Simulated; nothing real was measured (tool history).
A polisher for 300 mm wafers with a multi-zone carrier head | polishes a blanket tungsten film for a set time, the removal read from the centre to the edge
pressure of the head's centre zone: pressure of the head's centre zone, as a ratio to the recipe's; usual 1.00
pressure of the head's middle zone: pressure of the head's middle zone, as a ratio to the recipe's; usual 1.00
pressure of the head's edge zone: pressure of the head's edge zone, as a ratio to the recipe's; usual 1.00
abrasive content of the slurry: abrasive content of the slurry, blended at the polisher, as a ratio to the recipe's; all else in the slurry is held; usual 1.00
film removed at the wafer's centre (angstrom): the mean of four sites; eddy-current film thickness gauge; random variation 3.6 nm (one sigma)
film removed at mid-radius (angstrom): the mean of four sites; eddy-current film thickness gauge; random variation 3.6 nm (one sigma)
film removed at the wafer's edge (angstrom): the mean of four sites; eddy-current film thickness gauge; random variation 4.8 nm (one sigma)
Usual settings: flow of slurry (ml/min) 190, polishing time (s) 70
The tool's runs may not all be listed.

run	hour	flow of slurry (ml/min)	pressure of the head's centre zone	pressure of the head's middle zone	pressure of the head's edge zone	abrasive content of the slurry	polishing time (s)	wafers since the last listed run	wafers polished on this pad	hours since the slurry nozzle was cleaned	hours since the centre zone pressure was calibrated	hours since the edge zone pressure was calibrated	hours since the carrier head's membrane was replaced	incoming thickness of the incoming film, nm	film removed at the wafer's centre (angstrom)	film removed at mid-radius (angstrom)	film removed at the wafer's edge (angstrom)
1	0.0	190	1.00	1.00	1.00	1.00	70	0	2189	124.9	954.5	318.9	1052.6	1394.1	4179	4250	4112
# hour 56.5: centre zone pressure recalibrated
# hour 67.3: worn pad replaced by a new one
2	96.9	190	1.00	1.00	0.95	1.00	70	1043	339	221.8	40.4	415.8	1149.5	1427.0	4309	4375	4197
# hour 149.3: edge zone pressure recalibrated
3	158.0	190	1.00	1.00	0.95	1.00	70	678	1018	282.9	101.5	8.7	1210.6	1427.5	4111	4229	4041
4	241.3	190	1.00	1.00	0.95	1.00	70	956	1975	366.2	184.8	92.0	1293.9	1434.1	4014	4103	3957
5	313.2	190	1.00	1.00	1.00	1.00	70	825	2800	438.1	256.7	163.9	1365.8	1402.3	3923	4010	3957
# hour 330.5: worn pad replaced by a new one
6	382.1	190	1.00	1.00	1.00	1.00	70	745	592	507.0	325.6	232.8	1434.7	1407.4	4030	4125	4006
7	420.6	205	1.00	1.00	0.96	1.00	70	442	1035	545.5	364.1	271.3	1473.2	1411.0	4004	4099	3941
# hour 433.8: carrier head's membrane replaced by a new one
# hour 477.4: slurry nozzle cleaned
8	498.4	190	0.97	1.00	1.00	1.00	70	824	1859	21.0	441.9	349.1	64.6	1405.2	4122	4361	4216
9	543.7	190	1.00	1.00	1.00	1.00	70	520	2379	66.3	487.2	394.4	109.9	1410.6	4194	4322	4085
# hour 625.1: worn pad replaced by a new one
10	636.0	190	1.04	0.93	1.00	0.75	70	1014	125	158.6	579.5	486.7	202.2	1411.7	4336	3964	4055
# hour 643.1: edge zone pressure recalibrated
11	693.6	170	1.00	1.00	1.00	1.00	70	638	763	216.2	637.1	50.5	259.8	1394.2	4202	4198	4204
# hour 894.5: centre zone pressure recalibrated
# hour 928.1: worn pad replaced by a new one
12	944.9	190	1.11	1.06	1.06	1.00	70	2816	193	467.5	50.4	301.8	511.1	1432.1	4719	4559	4392
13	1025.9	190	1.00	1.00	1.00	1.30	70	930	1123	548.5	131.4	382.8	592.1	1394.4	4266	4385	4343
# hour 1069.1: slurry nozzle cleaned
14	1074.0	190	1.00	1.00	1.00	1.00	70	540	1664	4.9	179.5	430.9	640.2	1399.5	4371	4401	4224
# hour 1107.5: edge zone pressure recalibrated
15	1157.2	190	1.00	1.00	1.03	1.10	70	932	2597	88.1	262.7	49.7	723.4	1417.3	4282	4344	4324
# hour 1194.9: worn pad replaced by a new one
16	1234.0	190	1.00	1.00	1.00	1.00	47	836	448	164.9	339.5	126.5	800.2	1407.9	2955	2963	2896
17	1339.2	240	1.00	1.04	1.00	1.00	70	1208	1656	270.1	444.7	231.7	905.4	1434.0	4398	4524	4240
18	1418.6	190	0.97	0.95	1.00	1.00	70	911	2568	349.5	524.1	311.1	984.8	1424.9	3975	3993	3945

5 ways to go on from here, each from the tool as it stands after run 18. What would each give?
A	1419.0	190	1.00	1.00	1.00	1.00	70	4	2573	349.9	524.5	311.5	985.2	1384.8	?	?	?
B	1419.0	190	1.00	1.10	1.00	0.75	84	4	2573	349.9	524.5	311.5	985.2	1384.8	?	?	?
C	1419.0	190	0.93	1.00	1.00	1.00	54	4	2573	349.9	524.5	311.5	985.2	1384.8	?	?	?
D	1419.0	190	0.91	1.00	1.00	1.00	70	4	2573	349.9	524.5	311.5	985.2	1384.8	?	?	?
E	1419.0	190	1.00	1.00	1.00	1.10	70	4	2573	349.9	524.5	311.5	985.2	1384.8	?	?	?

run	film removed at the wafer's centre (angstrom)	film removed at mid-radius (angstrom)	film removed at the wafer's edge (angstrom)
A	4051	4108	4028
B	4584	5038	4549
C	2921	3170	3108
D	3712	4110	4029
E	4135	4193	4112
Without the tool's hidden state the same runs would have given:
run	film removed at the wafer's centre (angstrom)	film removed at mid-radius (angstrom)	film removed at the wafer's edge (angstrom)
A	4613	4654	4509
B	5220	5707	5092
C	3327	3591	3478
D	4227	4656	4509
E	4709	4750	4602
